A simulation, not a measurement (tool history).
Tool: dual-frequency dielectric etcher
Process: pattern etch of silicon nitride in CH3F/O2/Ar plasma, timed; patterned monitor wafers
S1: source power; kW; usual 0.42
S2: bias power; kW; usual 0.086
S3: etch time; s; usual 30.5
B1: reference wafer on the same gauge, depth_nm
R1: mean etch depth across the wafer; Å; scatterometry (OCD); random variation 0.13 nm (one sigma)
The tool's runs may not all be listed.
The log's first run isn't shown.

run   hour    S1     S2    S3     B1     R1
      45.5  -- bias power generator calibrated
  2     46  0.39  0.086  30.5  22.18  229.8
  3   93.2  0.39  0.086  30.5  22.16  231.1
  4  136.8  0.37  0.086    37  22.17  275.2
  5  168.6  0.37  0.086    37  22.26  275.8
  6    213  0.37  0.086    37  22.23  278.3
  7  277.4   0.5  0.086  30.5  22.17  256.8
     287.5  -- source power generator calibrated
  8  343.7  0.42  0.065  30.5   22.2  222.3
     375.8  -- wet clean of the chamber
  9  376.3  0.46  0.086  30.5   22.2  243.2
 10  398.5  0.42  0.073  30.5  22.19  227.8
 11  440.7  0.36  0.086  30.5  22.17  226.1
 12  496.7  0.42  0.066  26.5  22.19  192.2
 13  551.5  0.42  0.086    27  22.22  211.6
 14  621.9  0.42  0.067  27.5  22.21  203.1
 15  656.7  0.42  0.086  30.5  22.23  240.7
 16  691.3   0.5  0.103  30.5   22.2  273.4
     718.2  -- gauge calibrated
 17  728.9  0.42  0.086  30.5  22.14  240.4
     796.2  -- wet clean of the chamber
 18  796.7  0.42  0.086  30.5  22.21  238.7
 19    816  0.45  0.098  30.5  22.16  253.7
 20  844.3  0.42  0.099  30.5  22.21  246.2
 21  885.7  0.42  0.107  23.5  22.18  194.6

The next listed run, before its measurement:
 22  909.9  0.42  0.086  30.5   ?   ?

B1: 22.2
R1: 239.7 Å
Without the tool's hidden state the same run would have given R1 237.7 Å.

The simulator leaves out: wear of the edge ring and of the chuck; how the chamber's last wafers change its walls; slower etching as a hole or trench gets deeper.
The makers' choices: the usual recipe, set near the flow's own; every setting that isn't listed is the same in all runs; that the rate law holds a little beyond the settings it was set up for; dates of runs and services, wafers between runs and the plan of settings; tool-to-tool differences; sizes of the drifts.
